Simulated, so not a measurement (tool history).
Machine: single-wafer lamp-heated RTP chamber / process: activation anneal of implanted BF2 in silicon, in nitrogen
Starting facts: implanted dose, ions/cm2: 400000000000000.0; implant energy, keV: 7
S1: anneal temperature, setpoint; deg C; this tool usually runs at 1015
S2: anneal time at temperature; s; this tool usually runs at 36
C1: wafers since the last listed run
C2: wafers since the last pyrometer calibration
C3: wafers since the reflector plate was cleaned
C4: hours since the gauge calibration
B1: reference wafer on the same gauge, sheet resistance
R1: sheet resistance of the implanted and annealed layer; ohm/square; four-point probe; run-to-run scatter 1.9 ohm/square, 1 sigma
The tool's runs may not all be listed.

Run 1, hour 0.0: usual settings but S1 1004 deg C; C1 0; C2 2660; C3 1579; C4 1269.6; B1 316.54. Result: R1 378.03 ohm/square.
Run 2, hour 28.9: usual settings but S1 1004 deg C; C1 326; C2 2986; C3 1906; C4 1298.5; B1 315.68. Result: R1 371.59 ohm/square.
At hour 51.1: gauge calibrated.
Run 3, hour 80.5: usual settings; C1 582; C2 3569; C3 2488; C4 29.4; B1 315.60. Result: R1 356.92 ohm/square.
Run 4, hour 149.4: usual settings; C1 778; C2 4348; C3 3267; C4 98.3; B1 315.86. Result: R1 355.14 ohm/square.
Run 5, hour 181.2: usual settings but S2 47 s; C1 359; C2 4707; C3 3626; C4 130.1; B1 316.28. Result: R1 347.03 ohm/square.
At hour 218.1: pyrometer window cleaned and pyrometer calibrated.
Run 6, hour 241.4: usual settings but S2 47 s; C1 589; C2 262; C3 4216; C4 190.3; B1 315.68. Result: R1 357.90 ohm/square.
Run 7, hour 283.3: usual settings but S2 47 s; C1 473; C2 736; C3 4689; C4 232.2; B1 315.63. Result: R1 354.85 ohm/square.
Run 8, hour 311.0: usual settings; C1 312; C2 1049; C3 5002; C4 259.9; B1 316.45. Result: R1 365.16 ohm/square.
Run 9, hour 351.5: usual settings but S1 999 deg C; C1 457; C2 1506; C3 5459; C4 300.4; B1 316.33. Result: R1 385.88 ohm/square.
Run 10, hour 395.8: usual settings but S1 999 deg C; C1 500; C2 2006; C3 5960; C4 344.7; B1 315.37. Result: R1 379.39 ohm/square.
Run 11, hour 479.7: usual settings but S1 999 deg C; C1 947; C2 2954; C3 6907; C4 428.6; B1 316.16. Result: R1 378.39 ohm/square.
Run 12, hour 519.3: usual settings but S1 1032 deg C; C1 447; C2 3402; C3 7355; C4 468.2; B1 315.44. Result: R1 329.84 ohm/square.
Run 13, hour 545.9: usual settings but S1 1032 deg C; C1 300; C2 3702; C3 7655; C4 494.8; B1 316.03. Result: R1 331.24 ohm/square.
Run 14, hour 609.9: usual settings but S1 1032 deg C; C1 722; C2 4425; C3 8378; C4 558.8; B1 315.81. Result: R1 329.44 ohm/square.
Run 15, hour 720.8: usual settings; C1 1252; C2 5678; C3 9631; C4 669.7; B1 315.01. Result: R1 353.87 ohm/square.
Run 16, hour 749.9: usual settings; C1 328; C2 6006; C3 9960; C4 698.8; B1 315.59. Result: R1 353.31 ohm/square.
At hour 780.2: pyrometer window cleaned and pyrometer calibrated.
Run 17, hour 780.7: usual settings; C1 257; C2 6; C3 10217; C4 729.6; B1 315.96. Result: R1 365.12 ohm/square.
Run 18, hour 823.6: usual settings but S1 997 deg C, S2 17 s; C1 484; C2 490; C3 10702; C4 772.5; B1 316.28. Result: R1 413.38 ohm/square.
Run 19, hour 876.1: usual settings but S1 1023 deg C, S2 50 s; C1 593; C2 1083; C3 11295; C4 825.0; B1 315.53. Result: R1 336.53 ohm/square.
Run 20, hour 917.4: usual settings but S1 1037 deg C, S2 49 s; C1 466; C2 1550; C3 11761; C4 866.3; B1 315.78. Result: R1 316.19 ohm/square.
Run 21, hour 965.9: usual settings but S1 1027 deg C, S2 48 s; C1 547; C2 2098; C3 12309; C4 914.8; B1 316.32. Result: R1 332.49 ohm/square.
Run 22, hour 1003.2: usual settings but S1 1040 deg C, S2 43 s; C1 421; C2 2519; C3 12731; C4 952.1; B1 315.89. Result: R1 318.30 ohm/square.
Run 23, hour 1039.3: usual settings but S1 991 deg C, S2 48 s; C1 407; C2 2927; C3 13138; C4 988.2; B1 315.67. Result: R1 379.76 ohm/square.
At hour 1086.7: reflector plate cleaned.
Run 24, hour 1097.0: usual settings but S1 996 deg C, S2 30 s; C1 561; C2 3488; C3 116; C4 1045.9; B1 316.55. Result: R1 388.71 ohm/square.
Run 25, hour 1136.4: usual settings but S1 1029 deg C, S2 52 s; C1 445; C2 3933; C3 561; C4 1085.3; B1 316.18. Result: R1 323.78 ohm/square.
Run 26, hour 1198.6: usual settings but S1 1043 deg C, S2 42 s; C1 702; C2 4636; C3 1263; C4 1147.5; B1 315.61. Result: R1 308.32 ohm/square.
At hour 1250.6: pyrometer window cleaned and pyrometer calibrated.
Run 27, hour 1260.8: usual settings but S2 56 s; C1 612; C2 114; C3 1876; C4 1209.7; B1 315.48. Result: R1 344.91 ohm/square.
At hour 1262.3: gauge calibrated.
Run 28, hour 1315.5: usual settings but S1 1040 deg C; C1 617; C2 732; C3 2494; C4 53.2; B1 316.77. Result: R1 327.32 ohm/square.
Run 29, hour 1368.6: usual settings; C1 599; C2 1332; C3 3093; C4 106.3; B1 315.24. Result: R1 363.04 ohm/square.
Run 30, hour 1407.9: usual settings but S1 1004 deg C; C1 443; C2 1776; C3 3537; C4 145.6; B1 315.93. Result: R1 374.72 ohm/square.
Run 31, hour 1439.9: usual settings; C1 361; C2 2137; C3 3899; C4 177.6; B1 316.43. Result: R1 362.30 ohm/square.
Run 32, hour 1490.0: usual settings; C1 565; C2 2703; C3 4465; C4 227.7; B1 315.43. Result: R1 358.39 ohm/square.
Run 33, hour 1543.8: usual settings; C1 607; C2 3311; C3 5072; C4 281.5; B1 315.23. Result: R1 358.68 ohm/square.
Run 34, hour 1606.1: usual settings but S1 999 deg C; C1 703; C2 4015; C3 5776; C4 343.8; B1 316.36. Result: R1 378.80 ohm/square.
Run 35, hour 1676.3: usual settings; C1 792; C2 4808; C3 6569; C4 414.0; B1 316.34. Result: R1 357.80 ohm/square.

Each row is a separate what-if for the run after 35, all from the same tool condition, not one after another. Results?
Run A, hour 1676.7: usual settings but S1 1024 deg C; C1 4; C2 4812; C3 6574; C4 414.4; B1 ?. Result: R1 ?.
Run B, hour 1676.7: usual settings but S1 993 deg C, S2 51 s; C1 4; C2 4812; C3 6574; C4 414.4; B1 ?. Result: R1 ?.
Run C, hour 1676.7: usual settings but S2 28 s; C1 4; C2 4812; C3 6574; C4 414.4; B1 ?. Result: R1 ?.

run      B1      R1
  A  315.73  343.17
  B  315.73  372.42
  C  315.73  366.31
The same runs, with their run-to-run variation unchanged, on a tool lacking any hidden condition would have given:
run      R1
  A  355.76
  B  382.99
  C  376.75
